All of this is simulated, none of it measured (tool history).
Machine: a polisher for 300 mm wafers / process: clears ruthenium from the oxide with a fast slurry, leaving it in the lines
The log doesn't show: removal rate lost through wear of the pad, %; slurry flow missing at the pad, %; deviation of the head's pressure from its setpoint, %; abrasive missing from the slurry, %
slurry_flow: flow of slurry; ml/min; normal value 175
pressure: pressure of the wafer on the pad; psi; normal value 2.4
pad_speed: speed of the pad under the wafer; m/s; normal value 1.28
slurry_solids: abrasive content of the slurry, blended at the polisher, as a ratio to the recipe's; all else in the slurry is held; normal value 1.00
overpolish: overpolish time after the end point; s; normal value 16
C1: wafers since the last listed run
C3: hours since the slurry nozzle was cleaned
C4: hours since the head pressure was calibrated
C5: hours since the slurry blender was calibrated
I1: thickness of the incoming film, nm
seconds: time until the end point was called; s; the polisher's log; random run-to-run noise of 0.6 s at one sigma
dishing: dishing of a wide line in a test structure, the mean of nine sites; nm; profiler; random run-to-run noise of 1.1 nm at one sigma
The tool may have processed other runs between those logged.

Run 1, hour 0.0: usual settings but pad_speed 0.94 m/s; C1 0; wafers polished on this pad 4603; C3 439.0; C4 249.8; C5 679.2; I1 200.9. Result: seconds 71.3 s, dishing 37.0 nm.
Run 2, hour 62.6: usual settings but pad_speed 0.94 m/s; C1 458; wafers polished on this pad 5062; C3 501.6; C4 312.4; C5 741.8; I1 202.5. Result: seconds 71.7 s, dishing 36.2 nm.
At hour 73.4: worn pad replaced by a new one.
At hour 74.0: slurry blender recalibrated.
Run 3, hour 122.3: usual settings but pad_speed 0.94 m/s; C1 404; wafers polished on this pad 354; C3 561.3; C4 372.1; C5 48.3; I1 199.0. Result: seconds 69.9 s, dishing 35.0 nm.
At hour 187.1: slurry nozzle cleaned.
Run 4, hour 216.9: usual settings but slurry_flow 205 ml/min, pressure 2.0 psi; C1 685; wafers polished on this pad 1039; C3 29.8; C4 466.7; C5 142.9; I1 202.3. Result: seconds 59.2 s, dishing 44.2 nm.
Run 5, hour 278.7: usual settings; C1 452; wafers polished on this pad 1492; C3 91.6; C4 528.5; C5 204.7; I1 197.9. Result: seconds 48.2 s, dishing 50.5 nm.
At hour 346.7: head pressure recalibrated.
Run 6, hour 358.1: usual settings; C1 567; wafers polished on this pad 2060; C3 171.0; C4 11.4; C5 284.1; I1 200.1. Result: seconds 48.7 s, dishing 51.1 nm.
Run 7, hour 431.5: usual settings but slurry_flow 215 ml/min; C1 537; wafers polished on this pad 2597; C3 244.4; C4 84.8; C5 357.5; I1 202.8. Result: seconds 48.6 s, dishing 49.3 nm.
Run 8, hour 523.9: usual settings but slurry_solids 0.75; C1 677; wafers polished on this pad 3275; C3 336.8; C4 177.2; C5 449.9; I1 201.0. Result: seconds 54.1 s, dishing 46.1 nm.
Run 9, hour 624.5: usual settings but slurry_flow 200 ml/min, overpolish 8 s; C1 737; wafers polished on this pad 4012; C3 437.4; C4 277.8; C5 550.5; I1 202.3. Result: seconds 49.2 s, dishing 25.1 nm.
Run 10, hour 693.8: usual settings but slurry_flow 140 ml/min, overpolish 19 s; C1 507; wafers polished on this pad 4520; C3 506.7; C4 347.1; C5 619.8; I1 196.6. Result: seconds 54.5 s, dishing 52.1 nm.
At hour 742.8: worn pad replaced by a new one, of another model than before.
Run 11, hour 747.3: usual settings; C1 362; wafers polished on this pad 33; C3 560.2; C4 400.6; C5 673.3; I1 197.1. Result: seconds 54.1 s, dishing 44.4 nm.
At hour 828.4: slurry blender recalibrated.
Run 12, hour 832.4: usual settings; C1 608; wafers polished on this pad 642; C3 645.3; C4 485.7; C5 4.0; I1 200.7. Result: seconds 63.3 s, dishing 40.2 nm.
At hour 849.7: slurry nozzle cleaned.
Run 13, hour 887.2: usual settings but pad_speed 1.16 m/s; C1 394; wafers polished on this pad 1036; C3 37.5; C4 540.5; C5 58.8; I1 200.7. Result: seconds 52.5 s, dishing 46.8 nm.

Run 14 comes next. What will it give?
At hour 967.2: head pressure recalibrated.
Run 14, hour 994.4: usual settings but pressure 2.1 psi; C1 770; wafers polished on this pad 1807; C3 144.7; C4 27.2; C5 166.0; I1 200.9. Result: seconds ?, dishing ?.

seconds: 52.6 s
dishing: 48.1 nm
Had the tool carried no hidden state, the very same run would have given seconds 52.3 s, dishing 48.3 nm.
